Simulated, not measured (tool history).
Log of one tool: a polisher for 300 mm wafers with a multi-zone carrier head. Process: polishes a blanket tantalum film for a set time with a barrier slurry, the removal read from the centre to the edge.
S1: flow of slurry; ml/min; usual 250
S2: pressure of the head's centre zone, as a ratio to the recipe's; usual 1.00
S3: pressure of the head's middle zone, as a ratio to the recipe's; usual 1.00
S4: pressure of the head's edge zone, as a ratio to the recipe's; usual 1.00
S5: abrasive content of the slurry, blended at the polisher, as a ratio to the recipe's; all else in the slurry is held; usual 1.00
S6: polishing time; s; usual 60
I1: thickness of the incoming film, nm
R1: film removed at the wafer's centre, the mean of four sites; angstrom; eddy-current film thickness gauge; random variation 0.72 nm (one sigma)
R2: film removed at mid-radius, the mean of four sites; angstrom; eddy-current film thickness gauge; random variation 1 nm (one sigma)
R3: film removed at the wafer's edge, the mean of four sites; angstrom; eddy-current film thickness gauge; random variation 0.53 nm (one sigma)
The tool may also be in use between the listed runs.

| run | hour | S1 | S2 | S3 | S4 | S5 | S6 | I1 | R1 | R2 | R3 |
|---|---|---|---|---|---|---|---|---|---|---|---|
| 1 | 0.0 | 215 | 1.08 | 1.00 | 1.05 | 0.85 | 60 | 230.1 | 732 | 655 | 655 |
| 2 | 88.1 | 250 | 1.11 | 1.05 | 0.90 | 1.00 | 60 | 230.8 | 765 | 725 | 649 |
| 3 | 183.1 | 225 | 0.94 | 1.00 | 1.07 | 1.00 | 60 | 231.2 | 641 | 683 | 681 |
|  | 191.4 | slurry nozzle cleaned |
|  | 212.7 | centre zone pressure recalibrated |
| 4 | 220.9 | 250 | 0.95 | 1.00 | 1.00 | 1.00 | 78 | 232.3 | 874 | 878 | 872 |
|  | 245.4 | carrier head's membrane replaced by a new one |
| 5 | 261.0 | 250 | 1.07 | 1.04 | 1.00 | 1.00 | 72 | 231.2 | 894 | 828 | 797 |
|  | 297.5 | edge zone pressure recalibrated |
| 6 | 358.7 | 250 | 1.00 | 1.00 | 1.00 | 1.00 | 60 | 234.3 | 692 | 678 | 658 |
| 7 | 450.5 | 250 | 1.00 | 1.00 | 1.00 | 1.00 | 60 | 230.1 | 674 | 661 | 668 |
| 8 | 517.7 | 250 | 1.00 | 1.00 | 1.00 | 1.00 | 60 | 225.7 | 687 | 654 | 654 |
| 9 | 595.2 | 250 | 1.00 | 1.00 | 1.00 | 1.00 | 60 | 229.7 | 693 | 654 | 669 |
| 10 | 662.0 | 250 | 1.00 | 1.00 | 1.06 | 1.00 | 60 | 233.9 | 691 | 656 | 672 |
|  | 673.5 | worn pad replaced by a new one |
|  | 854.0 | slurry nozzle cleaned |
| 11 | 903.1 | 215 | 1.08 | 1.00 | 1.05 | 0.85 | 60 | 228.7 | 721 | 649 | 652 |
| 12 | 986.5 | 250 | 1.00 | 1.00 | 1.00 | 1.00 | 60 | 225.0 | 688 | 688 | 668 |
|  | 1046.5 | edge zone pressure recalibrated |
| 13 | 1050.6 | 305 | 1.00 | 1.00 | 1.00 | 1.00 | 60 | 231.1 | 706 | 685 | 680 |
| 14 | 1093.9 | 250 | 1.00 | 0.91 | 1.00 | 1.00 | 60 | 227.8 | 687 | 624 | 661 |
| 15 | 1192.9 | 250 | 1.00 | 1.00 | 1.00 | 0.80 | 79 | 230.6 | 862 | 842 | 836 |
|  | 1236.0 | carrier head's membrane replaced by a new one |
| 16 | 1236.5 | 250 | 0.91 | 1.09 | 1.00 | 0.90 | 79 | 230.0 | 799 | 916 | 858 |
| 17 | 1434.9 | 250 | 1.00 | 1.00 | 1.00 | 1.10 | 71 | 233.1 | 814 | 786 | 789 |
| 18 | 1473.4 | 250 | 1.00 | 1.00 | 1.00 | 1.00 | 60 | 232.3 | 691 | 682 | 658 |
|  | 1497.2 | worn pad replaced by a new one |
| 19 | 1534.2 | 250 | 1.00 | 1.00 | 1.00 | 1.00 | 60 | 227.0 | 703 | 712 | 693 |
|  | 1544.6 | centre zone pressure recalibrated |
| 20 | 1636.4 | 220 | 0.96 | 1.00 | 1.00 | 1.00 | 60 | 232.3 | 662 | 679 | 667 |

5 ways to go on from here, each from the tool as it stands after run 20. What would each give?
| A | 1636.8 | 250 | 1.00 | 1.00 | 1.00 | 1.00 | 60 | 228.9 | ? | ? | ? |
| B | 1636.8 | 195 | 1.00 | 1.10 | 1.00 | 1.20 | 60 | 228.9 | ? | ? | ? |
| C | 1636.8 | 335 | 1.00 | 1.00 | 0.95 | 1.00 | 60 | 228.9 | ? | ? | ? |
| D | 1636.8 | 250 | 0.92 | 1.00 | 1.00 | 1.20 | 60 | 228.9 | ? | ? | ? |
| E | 1636.8 | 190 | 1.04 | 1.03 | 1.00 | 0.85 | 60 | 228.9 | ? | ? | ? |

| run | R1 | R2 | R3 |
|---|---|---|---|
| A | 717 | 692 | 689 |
| B | 716 | 752 | 696 |
| C | 742 | 714 | 693 |
| D | 684 | 719 | 715 |
| E | 690 | 659 | 646 |
Without the tool's hidden state the same runs would have given:
| run | R1 | R2 | R3 |
|---|---|---|---|
| A | 735 | 710 | 707 |
| B | 735 | 772 | 714 |
| C | 761 | 733 | 711 |
| D | 702 | 737 | 734 |
| E | 708 | 676 | 663 |

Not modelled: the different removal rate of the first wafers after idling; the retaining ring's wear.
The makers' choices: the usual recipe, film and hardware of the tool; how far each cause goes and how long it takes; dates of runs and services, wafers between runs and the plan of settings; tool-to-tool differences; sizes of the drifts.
